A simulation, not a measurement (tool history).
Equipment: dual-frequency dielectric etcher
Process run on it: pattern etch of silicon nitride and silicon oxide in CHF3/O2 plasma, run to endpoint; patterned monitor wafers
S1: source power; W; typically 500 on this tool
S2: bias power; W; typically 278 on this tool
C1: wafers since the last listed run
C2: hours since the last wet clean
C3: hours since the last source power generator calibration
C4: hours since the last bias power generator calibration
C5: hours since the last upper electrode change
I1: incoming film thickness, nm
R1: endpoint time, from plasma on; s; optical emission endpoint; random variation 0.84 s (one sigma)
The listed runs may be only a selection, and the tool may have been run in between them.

run	day	S1	S2	C1	C2	C3	C4	C5	I1	R1
1	0	500	318	0	333.3	3062.8	4041	5019.4	202.2	118.2
2	1.204	500	318	215	362.2	3091.7	4069.9	5048.3	203	118
3	2.492	500	278	229	393.1	3122.6	4100.8	5079.2	203.2	119.9
# day 4.679: wet clean of the chamber
# day 5.504: upper electrode replaced
# day 5.679: bias power generator calibrated
4	5.7	500	278	217	24.5	3199.6	0.5	4.7	201.9	125.4
5	5.712	500	278	2	24.8	3199.9	0.8	5	201.4	125
6	5.729	500	278	2	25.2	3200.3	1.2	5.4	200.5	123.9
# day 5.904: source power generator calibrated
7	6.071	500	278	31	33.4	4	9.4	13.6	203.1	126.3
8	6.779	400	233	126	50.4	21	26.4	30.6	201.9	141
9	8.267	500	278	265	86.1	56.7	62.1	66.3	202.1	123.7
10	9.746	580	234	264	121.6	92.2	97.6	101.8	202.2	120.6

What will run 11 give?
11	10.758	590	340	180	145.9	116.5	121.9	126.1	203.6	?

R1: 110.9 s
If the tool had no hidden condition, the same run with the same run-to-run variation would have returned R1 112.8 s.
